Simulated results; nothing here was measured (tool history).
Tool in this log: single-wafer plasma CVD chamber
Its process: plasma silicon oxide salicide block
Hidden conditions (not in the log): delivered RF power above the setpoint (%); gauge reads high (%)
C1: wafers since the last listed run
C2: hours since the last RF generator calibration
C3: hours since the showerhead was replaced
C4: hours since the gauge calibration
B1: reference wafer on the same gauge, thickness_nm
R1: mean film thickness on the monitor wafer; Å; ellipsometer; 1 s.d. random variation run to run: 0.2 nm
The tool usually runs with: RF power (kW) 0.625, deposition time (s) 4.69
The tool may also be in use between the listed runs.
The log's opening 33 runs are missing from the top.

{"run": 34, "hour": 806.3, "RF power (kW)": 0.705, "deposition time (s)": 4.69, "C1": 746, "C2": 398.9, "C3": 6275.8, "C4": 1279.1, "B1": 39.008, "R1": 460.39}
{"hour": 823.2, "done": "showerhead replaced"}
{"run": 35, "hour": 824.3, "RF power (kW)": 0.625, "deposition time (s)": 4.69, "C1": 369, "C2": 416.9, "C3": 1.1, "C4": 1297.1, "B1": 38.94, "R1": 447.08}
{"hour": 842.2, "done": "gauge calibrated"}
{"run": 36, "hour": 852.6, "RF power (kW)": 0.545, "deposition time (s)": 4.42, "C1": 1045, "C2": 445.2, "C3": 29.4, "C4": 10.4, "B1": 38.038, "R1": 404.49}
{"run": 37, "hour": 900.2, "RF power (kW)": 0.625, "deposition time (s)": 4.69, "C1": 1759, "C2": 492.8, "C3": 77.0, "C4": 58.0, "B1": 38.209, "R1": 437.84}
{"run": 38, "hour": 976.5, "RF power (kW)": 0.56, "deposition time (s)": 3.94, "C1": 2819, "C2": 569.1, "C3": 153.3, "C4": 134.3, "B1": 38.306, "R1": 361.85}
{"run": 39, "hour": 1011.3, "RF power (kW)": 0.71, "deposition time (s)": 4.2, "C1": 1286, "C2": 603.9, "C3": 188.1, "C4": 169.1, "B1": 38.36, "R1": 403.68}
{"run": 40, "hour": 1031.9, "RF power (kW)": 0.68, "deposition time (s)": 5.21, "C1": 761, "C2": 624.5, "C3": 208.7, "C4": 189.7, "B1": 38.39, "R1": 495.42}
{"run": 41, "hour": 1057.9, "RF power (kW)": 0.545, "deposition time (s)": 5.58, "C1": 960, "C2": 650.5, "C3": 234.7, "C4": 215.7, "B1": 38.419, "R1": 508.1}
{"run": 42, "hour": 1142.7, "RF power (kW)": 0.67, "deposition time (s)": 5.23, "C1": 3133, "C2": 735.3, "C3": 319.5, "C4": 300.5, "B1": 38.502, "R1": 503.7}
{"run": 43, "hour": 1167.2, "RF power (kW)": 0.515, "deposition time (s)": 5.09, "C1": 905, "C2": 759.8, "C3": 344.0, "C4": 325.0, "B1": 38.579, "R1": 463.86}
{"run": 44, "hour": 1201.6, "RF power (kW)": 0.625, "deposition time (s)": 4.16, "C1": 1271, "C2": 794.2, "C3": 378.4, "C4": 359.4, "B1": 38.609, "R1": 391.03}

Branching from run 44: 4 alternative next runs. What would each branch give?
{"run": "A", "hour": 1202.0, "RF power (kW)": 0.56, "deposition time (s)": 4.69, "C1": 14, "C2": 794.6, "C3": 378.8, "C4": 359.8, "B1": "?", "R1": "?"}
{"run": "B", "hour": 1202.0, "RF power (kW)": 0.59, "deposition time (s)": 5.44, "C1": 14, "C2": 794.6, "C3": 378.8, "C4": 359.8, "B1": "?", "R1": "?"}
{"run": "C", "hour": 1202.0, "RF power (kW)": 0.625, "deposition time (s)": 4.32, "C1": 14, "C2": 794.6, "C3": 378.8, "C4": 359.8, "B1": "?", "R1": "?"}
{"run": "D", "hour": 1202.0, "RF power (kW)": 0.665, "deposition time (s)": 5.42, "C1": 14, "C2": 794.6, "C3": 378.8, "C4": 359.8, "B1": "?", "R1": "?"}

run=A B1=38.650 R1=434.18
run=B B1=38.650 R1=508.63
run=C B1=38.650 R1=408.45
run=D B1=38.650 R1=518.79
Take away the tool's hidden state, keep each run's random variation, and the runs would have read:
run=A R1=427.45
run=B R1=500.75
run=C R1=402.13
run=D R1=510.76

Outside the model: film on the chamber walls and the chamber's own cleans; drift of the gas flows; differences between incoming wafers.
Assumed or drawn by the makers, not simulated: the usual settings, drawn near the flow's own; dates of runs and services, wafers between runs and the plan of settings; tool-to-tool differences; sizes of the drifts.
